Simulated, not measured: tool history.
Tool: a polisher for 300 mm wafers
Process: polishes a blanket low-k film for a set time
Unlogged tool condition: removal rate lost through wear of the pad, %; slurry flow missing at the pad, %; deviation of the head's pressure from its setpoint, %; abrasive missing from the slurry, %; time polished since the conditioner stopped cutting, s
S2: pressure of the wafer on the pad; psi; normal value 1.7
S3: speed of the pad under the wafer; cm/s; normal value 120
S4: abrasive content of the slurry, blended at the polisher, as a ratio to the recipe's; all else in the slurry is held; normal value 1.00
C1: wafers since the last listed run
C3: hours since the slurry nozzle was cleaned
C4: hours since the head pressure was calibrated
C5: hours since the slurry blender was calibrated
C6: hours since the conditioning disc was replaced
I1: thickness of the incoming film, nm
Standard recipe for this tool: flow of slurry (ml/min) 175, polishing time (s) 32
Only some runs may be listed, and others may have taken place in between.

{"run": 1, "hour": 0.0, "flow of slurry (ml/min)": 175, "S2": 1.7, "S3": 120, "S4": 0.9, "polishing time (s)": 32, "C1": 0, "wafers polished on this pad": 694, "C3": 523.3, "C4": 343.0, "C5": 144.6, "C6": 369.2, "I1": 624.4, "film removed (angstrom)": 156}
{"run": 2, "hour": 46.4, "flow of slurry (ml/min)": 175, "S2": 1.7, "S3": 120, "S4": 0.9, "polishing time (s)": 32, "C1": 551, "wafers polished on this pad": 1245, "C3": 569.7, "C4": 389.4, "C5": 191.0, "C6": 415.6, "I1": 639.7, "film removed (angstrom)": 153}
{"run": 3, "hour": 102.4, "flow of slurry (ml/min)": 175, "S2": 1.7, "S3": 120, "S4": 1.0, "polishing time (s)": 32, "C1": 665, "wafers polished on this pad": 1911, "C3": 625.7, "C4": 445.4, "C5": 247.0, "C6": 471.6, "I1": 638.7, "film removed (angstrom)": 165}
{"hour": 129.7, "done": "conditioning disc replaced and pad reconditioned"}
{"hour": 132.5, "done": "slurry blender recalibrated"}
{"hour": 226.7, "done": "slurry nozzle cleaned"}
{"hour": 253.9, "done": "worn pad replaced by a new one"}
{"run": 4, "hour": 327.8, "flow of slurry (ml/min)": 175, "S2": 1.7, "S3": 120, "S4": 1.0, "polishing time (s)": 32, "C1": 2570, "wafers polished on this pad": 878, "C3": 101.1, "C4": 670.8, "C5": 195.3, "C6": 198.1, "I1": 642.8, "film removed (angstrom)": 164}
{"hour": 380.1, "done": "head pressure recalibrated"}
{"run": 5, "hour": 388.2, "flow of slurry (ml/min)": 135, "S2": 1.7, "S3": 120, "S4": 1.0, "polishing time (s)": 32, "C1": 693, "wafers polished on this pad": 1571, "C3": 161.5, "C4": 8.1, "C5": 255.7, "C6": 258.5, "I1": 624.8, "film removed (angstrom)": 155}
{"run": 6, "hour": 435.3, "flow of slurry (ml/min)": 175, "S2": 1.7, "S3": 120, "S4": 1.0, "polishing time (s)": 32, "C1": 559, "wafers polished on this pad": 2131, "C3": 208.6, "C4": 55.2, "C5": 302.8, "C6": 305.6, "I1": 633.5, "film removed (angstrom)": 162}
{"hour": 497.2, "done": "slurry blender recalibrated"}
{"run": 7, "hour": 536.4, "flow of slurry (ml/min)": 175, "S2": 1.7, "S3": 120, "S4": 1.0, "polishing time (s)": 32, "C1": 1177, "wafers polished on this pad": 3308, "C3": 309.7, "C4": 156.3, "C5": 39.2, "C6": 406.7, "I1": 637.9, "film removed (angstrom)": 161}
{"hour": 616.1, "done": "worn pad replaced by a new one"}
{"hour": 649.6, "done": "conditioning disc replaced and pad reconditioned"}
{"run": 8, "hour": 687.5, "flow of slurry (ml/min)": 175, "S2": 1.7, "S3": 120, "S4": 1.0, "polishing time (s)": 32, "C1": 1723, "wafers polished on this pad": 824, "C3": 460.8, "C4": 307.4, "C5": 190.3, "C6": 37.9, "I1": 632.3, "film removed (angstrom)": 163}
{"run": 9, "hour": 751.3, "flow of slurry (ml/min)": 175, "S2": 1.7, "S3": 120, "S4": 1.0, "polishing time (s)": 32, "C1": 757, "wafers polished on this pad": 1582, "C3": 524.6, "C4": 371.2, "C5": 254.1, "C6": 101.7, "I1": 626.0, "film removed (angstrom)": 166}
{"run": 10, "hour": 793.6, "flow of slurry (ml/min)": 175, "S2": 1.7, "S3": 120, "S4": 1.0, "polishing time (s)": 32, "C1": 502, "wafers polished on this pad": 2085, "C3": 566.9, "C4": 413.5, "C5": 296.4, "C6": 144.0, "I1": 629.6, "film removed (angstrom)": 164}
{"hour": 829.4, "done": "slurry blender recalibrated"}
{"run": 11, "hour": 858.3, "flow of slurry (ml/min)": 175, "S2": 1.7, "S3": 102, "S4": 1.0, "polishing time (s)": 32, "C1": 744, "wafers polished on this pad": 2830, "C3": 631.6, "C4": 478.2, "C5": 28.9, "C6": 208.7, "I1": 627.9, "film removed (angstrom)": 148}
{"hour": 918.2, "done": "worn pad replaced by a new one"}
{"run": 12, "hour": 946.4, "flow of slurry (ml/min)": 175, "S2": 1.7, "S3": 120, "S4": 1.0, "polishing time (s)": 32, "C1": 999, "wafers polished on this pad": 335, "C3": 719.7, "C4": 566.3, "C5": 117.0, "C6": 296.8, "I1": 641.6, "film removed (angstrom)": 165}
{"hour": 1022.9, "done": "slurry nozzle cleaned"}
{"run": 13, "hour": 1047.1, "flow of slurry (ml/min)": 130, "S2": 1.7, "S3": 120, "S4": 1.0, "polishing time (s)": 38, "C1": 1184, "wafers polished on this pad": 1519, "C3": 24.2, "C4": 667.0, "C5": 217.7, "C6": 397.5, "I1": 630.0, "film removed (angstrom)": 190}
{"hour": 1080.8, "done": "head pressure recalibrated"}
{"hour": 1117.1, "done": "slurry blender recalibrated"}
{"run": 14, "hour": 1119.6, "flow of slurry (ml/min)": 125, "S2": 1.7, "S3": 120, "S4": 0.75, "polishing time (s)": 41, "C1": 813, "wafers polished on this pad": 2333, "C3": 96.7, "C4": 38.8, "C5": 2.5, "C6": 470.0, "I1": 635.6, "film removed (angstrom)": 161}
{"hour": 1157.2, "done": "conditioning disc replaced and pad reconditioned"}
{"run": 15, "hour": 1164.5, "flow of slurry (ml/min)": 175, "S2": 1.7, "S3": 120, "S4": 1.2, "polishing time (s)": 32, "C1": 509, "wafers polished on this pad": 2843, "C3": 141.6, "C4": 83.7, "C5": 47.4, "C6": 7.3, "I1": 627.0, "film removed (angstrom)": 177}
{"hour": 1212.8, "done": "worn pad replaced by a new one"}
{"run": 16, "hour": 1270.5, "flow of slurry (ml/min)": 175, "S2": 1.7, "S3": 120, "S4": 1.0, "polishing time (s)": 38, "C1": 1211, "wafers polished on this pad": 685, "C3": 247.6, "C4": 189.7, "C5": 153.4, "C6": 113.3, "I1": 629.3, "film removed (angstrom)": 193}
{"run": 17, "hour": 1354.5, "flow of slurry (ml/min)": 150, "S2": 2.3, "S3": 120, "S4": 1.0, "polishing time (s)": 37, "C1": 997, "wafers polished on this pad": 1683, "C3": 331.6, "C4": 273.7, "C5": 237.4, "C6": 197.3, "I1": 637.8, "film removed (angstrom)": 239}
{"hour": 1412.2, "done": "slurry blender recalibrated"}
{"run": 18, "hour": 1449.0, "flow of slurry (ml/min)": 195, "S2": 1.5, "S3": 120, "S4": 0.85, "polishing time (s)": 32, "C1": 1098, "wafers polished on this pad": 2781, "C3": 426.1, "C4": 368.2, "C5": 36.8, "C6": 291.8, "I1": 626.6, "film removed (angstrom)": 135}
{"run": 19, "hour": 1489.0, "flow of slurry (ml/min)": 175, "S2": 1.5, "S3": 92, "S4": 0.9, "polishing time (s)": 42, "C1": 475, "wafers polished on this pad": 3257, "C3": 466.1, "C4": 408.2, "C5": 76.8, "C6": 331.8, "I1": 637.2, "film removed (angstrom)": 156}
{"run": 20, "hour": 1546.4, "flow of slurry (ml/min)": 175, "S2": 1.7, "S3": 120, "S4": 1.0, "polishing time (s)": 32, "C1": 681, "wafers polished on this pad": 3939, "C3": 523.5, "C4": 465.6, "C5": 134.2, "C6": 389.2, "I1": 630.3, "film removed (angstrom)": 165}
{"hour": 1580.4, "done": "worn pad replaced by a new one"}
{"run": 21, "hour": 1623.3, "flow of slurry (ml/min)": 175, "S2": 1.7, "S3": 120, "S4": 1.0, "polishing time (s)": 32, "C1": 866, "wafers polished on this pad": 509, "C3": 600.4, "C4": 542.5, "C5": 211.1, "C6": 466.1, "I1": 627.7, "film removed (angstrom)": 166}

Here are 3 independent what-if runs from the current tool condition. What would each one return?
{"run": "A", "hour": 1623.7, "flow of slurry (ml/min)": 125, "S2": 1.7, "S3": 120, "S4": 1.0, "polishing time (s)": 32, "C1": 4, "wafers polished on this pad": 514, "C3": 600.8, "C4": 542.9, "C5": 211.5, "C6": 466.5, "I1": 632.8, "film removed (angstrom)": "?"}
{"run": "B", "hour": 1623.7, "flow of slurry (ml/min)": 155, "S2": 1.7, "S3": 120, "S4": 0.75, "polishing time (s)": 32, "C1": 4, "wafers polished on this pad": 514, "C3": 600.8, "C4": 542.9, "C5": 211.5, "C6": 466.5, "I1": 632.8, "film removed (angstrom)": "?"}
{"run": "C", "hour": 1623.7, "flow of slurry (ml/min)": 175, "S2": 2.1, "S3": 140, "S4": 1.15, "polishing time (s)": 32, "C1": 4, "wafers polished on this pad": 514, "C3": 600.8, "C4": 542.9, "C5": 211.5, "C6": 466.5, "I1": 632.8, "film removed (angstrom)": "?"}

run=A film_removed_(angstrom)=159
run=B film_removed_(angstrom)=132
run=C film_removed_(angstrom)=236
Take away the tool's hidden state, keep each run's random variation, and the runs would have read:
run=A film_removed_(angstrom)=152
run=B film_removed_(angstrom)=127
run=C film_removed_(angstrom)=226
